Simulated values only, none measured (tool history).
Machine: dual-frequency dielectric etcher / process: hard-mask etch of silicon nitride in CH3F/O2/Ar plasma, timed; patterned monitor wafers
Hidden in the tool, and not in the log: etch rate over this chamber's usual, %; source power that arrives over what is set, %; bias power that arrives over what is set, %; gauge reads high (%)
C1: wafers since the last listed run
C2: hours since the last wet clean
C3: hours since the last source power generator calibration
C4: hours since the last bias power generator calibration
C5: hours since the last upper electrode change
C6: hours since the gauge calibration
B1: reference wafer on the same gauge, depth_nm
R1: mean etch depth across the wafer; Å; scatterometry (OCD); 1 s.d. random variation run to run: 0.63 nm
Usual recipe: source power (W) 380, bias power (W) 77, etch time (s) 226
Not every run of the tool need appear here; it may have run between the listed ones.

run 1 day=0 | source_power_(W)=380 bias_power_(W)=77 etch_time_(s)=226 | C1=0 C2=162.1 C3=3199.6 C4=2820.3 C5=2501.7 C6=116.5 | B1=124 | R1=1519
run 2 day=1.029 | source_power_(W)=380 bias_power_(W)=77 etch_time_(s)=226 | C1=109 C2=186.8 C3=3224.3 C4=2845 C5=2526.4 C6=141.2 | B1=123.9 | R1=1515
run 3 day=2.179 | source_power_(W)=380 bias_power_(W)=77 etch_time_(s)=226 | C1=121 C2=214.4 C3=3251.9 C4=2872.6 C5=2554 C6=168.8 | B1=124.1 | R1=1514
run 4 day=3.271 | source_power_(W)=380 bias_power_(W)=73 etch_time_(s)=194.5 | C1=115 C2=240.6 C3=3278.1 C4=2898.8 C5=2580.2 C6=195 | B1=123.9 | R1=1306
run 5 day=3.875 | source_power_(W)=380 bias_power_(W)=73 etch_time_(s)=194.5 | C1=64 C2=255.1 C3=3292.6 C4=2913.3 C5=2594.7 C6=209.5 | B1=123.9 | R1=1301
run 6 day=4.458 | source_power_(W)=380 bias_power_(W)=77 etch_time_(s)=226 | C1=61 C2=269.1 C3=3306.6 C4=2927.3 C5=2608.7 C6=223.5 | B1=123.9 | R1=1536
run 7 day=5.379 | source_power_(W)=380 bias_power_(W)=77 etch_time_(s)=226 | C1=97 C2=291.2 C3=3328.7 C4=2949.4 C5=2630.8 C6=245.6 | B1=124 | R1=1525
-- day=6.312 source power generator calibrated
-- day=6.8 wet clean of the chamber
run 8 day=6.821 | source_power_(W)=380 bias_power_(W)=77 etch_time_(s)=226 | C1=83 C2=0.5 C3=12.2 C4=2984 C5=2665.4 C6=280.2 | B1=124 | R1=1526
run 9 day=6.883 | source_power_(W)=380 bias_power_(W)=77 etch_time_(s)=226 | C1=6 C2=2 C3=13.7 C4=2985.5 C5=2666.9 C6=281.7 | B1=124.1 | R1=1532
run 10 day=7.671 | source_power_(W)=380 bias_power_(W)=77 etch_time_(s)=226 | C1=83 C2=20.9 C3=32.6 C4=3004.4 C5=2685.8 C6=300.6 | B1=124 | R1=1530
run 11 day=8.217 | source_power_(W)=380 bias_power_(W)=77 etch_time_(s)=226 | C1=57 C2=34 C3=45.7 C4=3017.5 C5=2698.9 C6=313.7 | B1=124 | R1=1517
run 12 day=8.938 | source_power_(W)=380 bias_power_(W)=77 etch_time_(s)=226 | C1=76 C2=51.3 C3=63 C4=3034.8 C5=2716.2 C6=331 | B1=124 | R1=1528
run 13 day=9.675 | source_power_(W)=380 bias_power_(W)=92 etch_time_(s)=253 | C1=78 C2=69 C3=80.7 C4=3052.5 C5=2733.9 C6=348.7 | B1=124 | R1=1790
-- day=11.838 upper electrode replaced
run 14 day=11.858 | source_power_(W)=310 bias_power_(W)=94 etch_time_(s)=167.5 | C1=125 C2=121.4 C3=133.1 C4=3104.9 C5=0.5 C6=401.1 | B1=124 | R1=1093
run 15 day=12.042 | source_power_(W)=350 bias_power_(W)=77 etch_time_(s)=283.5 | C1=19 C2=125.8 C3=137.5 C4=3109.3 C5=4.9 C6=405.5 | B1=124 | R1=1859
-- day=13.104 bias power generator calibrated
run 16 day=13.125 | source_power_(W)=310 bias_power_(W)=62 etch_time_(s)=249 | C1=97 C2=151.8 C3=163.5 C4=0.5 C5=30.9 C6=431.5 | B1=124.1 | R1=1463
run 17 day=14.333 | source_power_(W)=440 bias_power_(W)=96 etch_time_(s)=273.5 | C1=128 C2=180.8 C3=192.5 C4=29.5 C5=59.9 C6=460.5 | B1=123.9 | R1=2085
-- day=15.471 gauge calibrated
run 18 day=16.742 | source_power_(W)=380 bias_power_(W)=77 etch_time_(s)=265.5 | C1=255 C2=238.6 C3=250.3 C4=87.3 C5=117.7 C6=30.5 | B1=124 | R1=1793
run 19 day=17.271 | source_power_(W)=410 bias_power_(W)=67 etch_time_(s)=271 | C1=56 C2=251.3 C3=263 C4=100 C5=130.4 C6=43.2 | B1=124.1 | R1=1823
run 20 day=17.783 | source_power_(W)=460 bias_power_(W)=84 etch_time_(s)=246.5 | C1=54 C2=263.6 C3=275.3 C4=112.3 C5=142.7 C6=55.5 | B1=123.9 | R1=1839
run 21 day=18.746 | source_power_(W)=380 bias_power_(W)=77 etch_time_(s)=226 | C1=102 C2=286.7 C3=298.4 C4=135.4 C5=165.8 C6=78.6 | B1=124 | R1=1539
run 22 day=19.375 | source_power_(W)=380 bias_power_(W)=77 etch_time_(s)=226 | C1=66 C2=301.8 C3=313.5 C4=150.5 C5=180.9 C6=93.7 | B1=124 | R1=1532

Hidden state at the last listed run before each entry between runs and at the first one after, where it differs:
Run 7 -> run 8: source power generator calibrated (day 6.312); wet clean of the chamber (day 6.8)
  no hidden state differs between the two runs
Run 13 -> run 14: upper electrode replaced (day 11.838)
  no hidden state differs between the two runs
Run 15 -> run 16: bias power generator calibrated (day 13.104)
  no hidden state differs between the two runs
Run 17 -> run 18: gauge calibrated (day 15.471)
  no hidden state differs between the two runs
